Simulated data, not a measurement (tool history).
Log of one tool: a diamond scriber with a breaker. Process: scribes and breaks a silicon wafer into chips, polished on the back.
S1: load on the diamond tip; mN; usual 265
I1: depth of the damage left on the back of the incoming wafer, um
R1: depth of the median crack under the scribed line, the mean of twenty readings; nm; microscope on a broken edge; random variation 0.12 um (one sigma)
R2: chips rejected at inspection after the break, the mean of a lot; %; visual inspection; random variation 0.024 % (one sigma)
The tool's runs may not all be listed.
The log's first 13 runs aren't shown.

run    hour   S1    I1    R1     R2
 14  1094.3  265  0.04  6300   3.41
     1116.3  -- diamond tip replaced by a new one
 15  1190.4  311  0.01  7730   0.73
 16  1243.9  216  0.02  5320  14.08
 17  1315.1  206  0.03  5120  18.61
 18  1492.4  211  0.02  4700  21.43
 19  1570.5  265  0.05  6050   6.88
     1655.6  -- diamond tip replaced by a new one
 20  1666.7  335  0.05  9140   4.84
     1694.8  -- load on the tip recalibrated
 21  1750.8  236  0.04  6160    4.9
 22  1792.8  265  0.02  6520   1.79
 23  1834.7  238  0.03  5900   5.98
 24  1920.9  339  0.02  7970   1.04
 25  1990.6  329  0.03  7560   0.55
 26  2048.6  265  0.03  6200   3.86
 27  2098.6  212  0.05  4900  17.91
     2185.6  -- diamond tip replaced by a new one
 28  2274.3  309  0.02  7830   0.93
 29    2394  342  0.02  8230   1.77
 30    2432  189  0.05  4640  26.39
 31  2483.9  337  0.05  7910   0.97

Forecast each of these 3 alternatives for the next run:
  A  2484.5  242  0.02   ?   ?
  B  2484.5  201  0.02   ?   ?
  C  2484.5  205  0.02   ?   ?

run    R1     R2
  A  5810   6.67
  B  4840  19.17
  C  4940  17.55
Without the tool's hidden state the same runs would have given:
run    R1    R2
  A  6720  1.26
  B  5600  8.77
  C  5710   7.6
